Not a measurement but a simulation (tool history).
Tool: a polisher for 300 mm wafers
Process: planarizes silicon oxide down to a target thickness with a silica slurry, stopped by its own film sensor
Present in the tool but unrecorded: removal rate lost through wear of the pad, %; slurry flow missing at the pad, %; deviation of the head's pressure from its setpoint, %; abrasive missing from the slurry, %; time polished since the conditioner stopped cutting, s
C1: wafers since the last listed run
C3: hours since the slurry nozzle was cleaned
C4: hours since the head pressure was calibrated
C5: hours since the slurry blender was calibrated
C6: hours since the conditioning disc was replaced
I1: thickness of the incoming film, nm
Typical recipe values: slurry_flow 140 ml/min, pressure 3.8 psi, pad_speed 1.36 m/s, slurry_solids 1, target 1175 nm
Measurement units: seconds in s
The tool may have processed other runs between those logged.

{"run": 1, "hour": 0.0, "slurry_flow": 140, "pressure": 3.8, "pad_speed": 1.36, "slurry_solids": 1, "target": 1175, "C1": 0, "wafers polished on this pad": 704, "C3": 300.1, "C4": 318.9, "C5": 53.8, "C6": 38.2, "I1": 1386.5, "seconds": 67}
{"hour": 15.3, "done": "worn pad replaced by a new one"}
{"run": 2, "hour": 25.3, "slurry_flow": 140, "pressure": 3.8, "pad_speed": 1.18, "slurry_solids": 1, "target": 1175, "C1": 131, "wafers polished on this pad": 61, "C3": 325.4, "C4": 344.2, "C5": 79.1, "C6": 63.5, "I1": 1394.8, "seconds": 79.1}
{"hour": 75.4, "done": "conditioning disc replaced and pad reconditioned"}
{"run": 3, "hour": 108.9, "slurry_flow": 140, "pressure": 3.8, "pad_speed": 1.18, "slurry_solids": 1, "target": 1175, "C1": 504, "wafers polished on this pad": 565, "C3": 409, "C4": 427.8, "C5": 162.7, "C6": 33.5, "I1": 1417.6, "seconds": 91}
{"run": 4, "hour": 134.3, "slurry_flow": 140, "pressure": 3.8, "pad_speed": 1.18, "slurry_solids": 1, "target": 1175, "C1": 156, "wafers polished on this pad": 722, "C3": 434.4, "C4": 453.2, "C5": 188.1, "C6": 58.9, "I1": 1406.8, "seconds": 87.4}
{"hour": 153.2, "done": "worn pad replaced by a new one, of another model than before"}
{"hour": 157.2, "done": "slurry nozzle cleaned"}
{"run": 5, "hour": 170.2, "slurry_flow": 140, "pressure": 3.8, "pad_speed": 1.36, "slurry_solids": 1.2, "target": 1175, "C1": 190, "wafers polished on this pad": 98, "C3": 13, "C4": 489.1, "C5": 224, "C6": 94.8, "I1": 1405.1, "seconds": 69.3}
{"hour": 182.1, "done": "conditioning disc replaced and pad reconditioned"}
{"run": 6, "hour": 205.2, "slurry_flow": 140, "pressure": 3.8, "pad_speed": 1.36, "slurry_solids": 1.2, "target": 1175, "C1": 203, "wafers polished on this pad": 302, "C3": 48, "C4": 524.1, "C5": 259, "C6": 23.1, "I1": 1415.7, "seconds": 73.3}
{"hour": 225.9, "done": "head pressure recalibrated"}
{"run": 7, "hour": 235.4, "slurry_flow": 140, "pressure": 3.8, "pad_speed": 1.36, "slurry_solids": 1.2, "target": 1175, "C1": 174, "wafers polished on this pad": 476, "C3": 78.2, "C4": 9.5, "C5": 289.2, "C6": 53.3, "I1": 1400.5, "seconds": 69.3}
{"run": 8, "hour": 251.0, "slurry_flow": 155, "pressure": 3.8, "pad_speed": 1.36, "slurry_solids": 1, "target": 1175, "C1": 96, "wafers polished on this pad": 573, "C3": 93.8, "C4": 25.1, "C5": 304.8, "C6": 68.9, "I1": 1390.6, "seconds": 71.7}
{"run": 9, "hour": 263.8, "slurry_flow": 165, "pressure": 3.8, "pad_speed": 1.74, "slurry_solids": 1, "target": 1175, "C1": 79, "wafers polished on this pad": 652, "C3": 106.6, "C4": 37.9, "C5": 317.6, "C6": 81.7, "I1": 1397, "seconds": 64.3}
{"run": 10, "hour": 278.8, "slurry_flow": 115, "pressure": 3.8, "pad_speed": 1.36, "slurry_solids": 1, "target": 1175, "C1": 92, "wafers polished on this pad": 744, "C3": 121.6, "C4": 52.9, "C5": 332.6, "C6": 96.7, "I1": 1425.2, "seconds": 90.1}
{"hour": 292.2, "done": "worn pad replaced by a new one"}
{"run": 11, "hour": 305.5, "slurry_flow": 140, "pressure": 3.8, "pad_speed": 1.36, "slurry_solids": 1, "target": 1175, "C1": 140, "wafers polished on this pad": 81, "C3": 148.3, "C4": 79.6, "C5": 359.3, "C6": 123.4, "I1": 1403.8, "seconds": 77.8}

What will run 12 give?
{"hour": 312.5, "done": "conditioning disc replaced and pad reconditioned"}
{"hour": 317.3, "done": "slurry blender recalibrated"}
{"run": 12, "hour": 330.5, "slurry_flow": 140, "pressure": 3.1, "pad_speed": 1.14, "slurry_solids": 1, "target": 1175, "C1": 129, "wafers polished on this pad": 211, "C3": 173.3, "C4": 104.6, "C5": 13.2, "C6": 18, "I1": 1371.3, "seconds": "?"}

{"run 12": {"seconds": 74.6}}
With no hidden state in the tool, this same run would have given seconds 73.6 s.
